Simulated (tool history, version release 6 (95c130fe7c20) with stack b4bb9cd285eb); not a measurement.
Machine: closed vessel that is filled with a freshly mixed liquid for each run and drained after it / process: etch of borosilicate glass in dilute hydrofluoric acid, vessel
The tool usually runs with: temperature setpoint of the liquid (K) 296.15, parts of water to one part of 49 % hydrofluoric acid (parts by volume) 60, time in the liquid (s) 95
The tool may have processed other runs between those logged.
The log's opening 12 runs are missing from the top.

run	hour	temperature setpoint of the liquid (K)	parts of water to one part of 49 % hydrofluoric acid (parts by volume)	time in the liquid (s)	read-back film thickness of the borosilicate glass reference wafer, read on the same gauge (nm)	thickness taken off the borosilicate glass on a monitor wafer (Å)
13	538.8	296.15	60	95	110.00	402.7
# hour 558.7: hydrofluoric acid flow meter replaced
14	564.4	296.15	60	95	109.99	405.1
15	625.5	296.15	70	125	110.00	449.2
16	677.8	291.65	60	95	110.00	338.2
17	746.0	296.15	60	95	110.01	405.8
18	801.9	296.15	60	95	110.00	405.7
# hour 844.2: gauge calibrated
# hour 848.5: thermometer replaced
19	872.7	300.65	35	45	110.00	407.2
20	908.7	296.15	50	95	109.99	490.1
21	959.8	298.15	50	135	109.98	764.8
22	1018.7	296.15	80	95	110.01	295.0
23	1045.5	294.65	60	50	109.99	200.7
24	1089.2	300.15	60	80	110.01	400.6
25	1131.9	293.65	30	45	110.01	358.4
26	1184.4	299.15	70	50	110.01	203.4
27	1237.4	296.15	60	95	110.00	406.1
28	1292.2	296.15	50	95	109.99	489.6
29	1363.0	296.15	60	95	109.99	405.0
30	1387.3	297.65	45	135	110.02	828.2

Forecast each of these 3 alternatives for the next run:
A	1388.0	292.65	60	95	?	?
B	1388.0	296.15	35	95	?	?
C	1388.0	296.15	45	95	?	?

run	read-back film thickness of the borosilicate glass reference wafer, read on the same gauge (nm)	thickness taken off the borosilicate glass on a monitor wafer (Å)
A	109.99	350.6
B	109.99	718.4
C	109.99	551.5
Stripped of hidden state, with their random variation kept, the same runs would have yielded:
run	thickness taken off the borosilicate glass on a monitor wafer (Å)
A	350.6
B	718.4
C	551.5
